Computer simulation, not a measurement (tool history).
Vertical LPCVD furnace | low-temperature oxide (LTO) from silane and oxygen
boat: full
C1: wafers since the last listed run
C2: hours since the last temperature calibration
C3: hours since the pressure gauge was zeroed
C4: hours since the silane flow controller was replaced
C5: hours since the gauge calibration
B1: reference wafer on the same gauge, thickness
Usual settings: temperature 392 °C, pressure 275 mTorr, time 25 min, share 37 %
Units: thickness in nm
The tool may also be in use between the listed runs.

Run 1, hour 0: usual settings but time 32.5 min, share 43 %; C1 0; C2 3361.2; C3 1917.2; C4 2308.3; C5 1002; B1 207.16. Result: thickness 368.13 nm.
Run 2, hour 56.7: usual settings but time 32.5 min, share 43 %; C1 823; C2 3417.9; C3 1973.9; C4 2365; C5 1058.7; B1 207.01. Result: thickness 371.93 nm.
Run 3, hour 108.5: usual settings but time 32.5 min, share 43 %; C1 752; C2 3469.7; C3 2025.7; C4 2416.8; C5 1110.5; B1 207.14. Result: thickness 371.65 nm.
Run 4, hour 157.9: usual settings; C1 717; C2 3519.1; C3 2075.1; C4 2466.2; C5 1159.9; B1 206.91. Result: thickness 237.7 nm.
Run 5, hour 229.8: usual settings; C1 1043; C2 3591; C3 2147; C4 2538.1; C5 1231.8; B1 207.22. Result: thickness 236.19 nm.
Run 6, hour 286.5: usual settings; C1 823; C2 3647.7; C3 2203.7; C4 2594.8; C5 1288.5; B1 207.6. Result: thickness 239.02 nm.
Run 7, hour 322.3: usual settings but share 40 %; C1 519; C2 3683.5; C3 2239.5; C4 2630.6; C5 1324.3; B1 206.82. Result: thickness 262.16 nm.
Run 8, hour 356.1: usual settings but share 40 %; C1 490; C2 3717.3; C3 2273.3; C4 2664.4; C5 1358.1; B1 206.93. Result: thickness 263.01 nm.
Run 9, hour 401: usual settings; C1 651; C2 3762.2; C3 2318.2; C4 2709.3; C5 1403; B1 206.7. Result: thickness 238.63 nm.
Run 10, hour 457: usual settings; C1 813; C2 3818.2; C3 2374.2; C4 2765.3; C5 1459; B1 206.62. Result: thickness 237.95 nm.
Run 11, hour 502.2: usual settings; C1 656; C2 3863.4; C3 2419.4; C4 2810.5; C5 1504.2; B1 206.87. Result: thickness 238.84 nm.
At hour 516.5: gauge calibrated.
Run 12, hour 552.7: usual settings; C1 733; C2 3913.9; C3 2469.9; C4 2861; C5 36.2; B1 206.49. Result: thickness 238.45 nm.
Run 13, hour 599.5: usual settings; C1 679; C2 3960.7; C3 2516.7; C4 2907.8; C5 83; B1 207.22. Result: thickness 238.87 nm.
Run 14, hour 632.3: usual settings; C1 476; C2 3993.5; C3 2549.5; C4 2940.6; C5 115.8; B1 207.23. Result: thickness 240.13 nm.
At hour 659.2: silane flow controller replaced.
At hour 674.9: pressure gauge zeroed.
Run 15, hour 675.4: usual settings; C1 50; C2 4036.6; C3 0.5; C4 16.2; C5 158.9; B1 207.09. Result: thickness 247.12 nm.
Run 16, hour 722.3: usual settings but temperature 384 °C, time 32 min, share 40 %; C1 680; C2 4083.5; C3 47.4; C4 63.1; C5 205.8; B1 206.76. Result: thickness 317.28 nm.
Run 17, hour 759.6: usual settings but pressure 305 mTorr; C1 541; C2 4120.8; C3 84.7; C4 100.4; C5 243.1; B1 206.79. Result: thickness 271.5 nm.
Run 18, hour 828.7: usual settings; C1 1003; C2 4189.9; C3 153.8; C4 169.5; C5 312.2; B1 206.83. Result: thickness 245.65 nm.
Run 19, hour 863.3: usual settings but temperature 403 °C, pressure 225 mTorr, time 18 min, share 30 %; C1 502; C2 4224.5; C3 188.4; C4 204.1; C5 346.8; B1 206.96. Result: thickness 126.2 nm.
Run 20, hour 912: usual settings but temperature 400 °C; C1 707; C2 4273.2; C3 237.1; C4 252.8; C5 395.5; B1 206.78. Result: thickness 273.06 nm.
At hour 970.4: pressure gauge zeroed, repeated, since the last time left the tool worse.
Run 21, hour 972.2: usual settings but temperature 399 °C, time 17 min; C1 525; C2 4333.4; C3 1.8; C4 313; C5 455.7; B1 206.87. Result: thickness 170.51 nm.
Run 22, hour 1003.2: usual settings; C1 450; C2 4364.4; C3 32.8; C4 344; C5 486.7; B1 207.37. Result: thickness 232.9 nm.
At hour 1072.8: thermocouples replaced and temperature profile calibrated.
Run 23, hour 1073.3: usual settings but pressure 330 mTorr; C1 669; C2 0.5; C3 102.9; C4 414.1; C5 556.8; B1 206.98. Result: thickness 279.93 nm.
Run 24, hour 1116: usual settings but pressure 340 mTorr; C1 619; C2 43.2; C3 145.6; C4 456.8; C5 599.5; B1 207.11. Result: thickness 284.64 nm.
Run 25, hour 1152: usual settings but temperature 385 °C, share 31 %; C1 522; C2 79.2; C3 181.6; C4 492.8; C5 635.5; B1 206.91. Result: thickness 166.5 nm.
Run 26, hour 1191: usual settings but temperature 385 °C, pressure 225 mTorr, time 19 min, share 32 %; C1 566; C2 118.2; C3 220.6; C4 531.8; C5 674.5; B1 207.14. Result: thickness 108.78 nm.
Run 27, hour 1229.2: usual settings but temperature 383 °C; C1 554; C2 156.4; C3 258.8; C4 570; C5 712.7; B1 207.16. Result: thickness 209.61 nm.
Run 28, hour 1276.3: usual settings but temperature 381 °C, time 16 min, share 33 %; C1 683; C2 203.5; C3 305.9; C4 617.1; C5 759.8; B1 206.96. Result: thickness 112.14 nm.
Run 29, hour 1309.9: usual settings but temperature 397 °C, time 20.5 min, share 42 %; C1 487; C2 237.1; C3 339.5; C4 650.7; C5 793.4; B1 206.99. Result: thickness 235.07 nm.
Run 30, hour 1351.7: usual settings but time 34 min; C1 606; C2 278.9; C3 381.3; C4 692.5; C5 835.2; B1 206.95. Result: thickness 316.12 nm.
Run 31, hour 1383.8: usual settings; C1 466; C2 311; C3 413.4; C4 724.6; C5 867.3; B1 206.55. Result: thickness 232.99 nm.

4 ways to go on from here, each from the tool as it stands after run 31. What would each give?
Run A, hour 1388.1: usual settings but temperature 386 °C; C1 62; C2 315.3; C3 417.7; C4 728.9; C5 871.6; B1 ?. Result: thickness ?.
Run B, hour 1388.1: usual settings but temperature 395 °C; C1 62; C2 315.3; C3 417.7; C4 728.9; C5 871.6; B1 ?. Result: thickness ?.
Run C, hour 1388.1: usual settings but temperature 382 °C, time 31 min; C1 62; C2 315.3; C3 417.7; C4 728.9; C5 871.6; B1 ?. Result: thickness ?.
Run D, hour 1388.1: usual settings but pressure 215 mTorr, time 22 min; C1 62; C2 315.3; C3 417.7; C4 728.9; C5 871.6; B1 ?. Result: thickness ?.

run      B1  thickness
  A  206.91     219.05
  B  206.91     243.42
  C  206.91     258.87
  D  206.91     161.99
Without the tool's hidden state the same runs would have given:
run  thickness
  A      217.9
  B     242.14
  C     257.51
  D      160.9
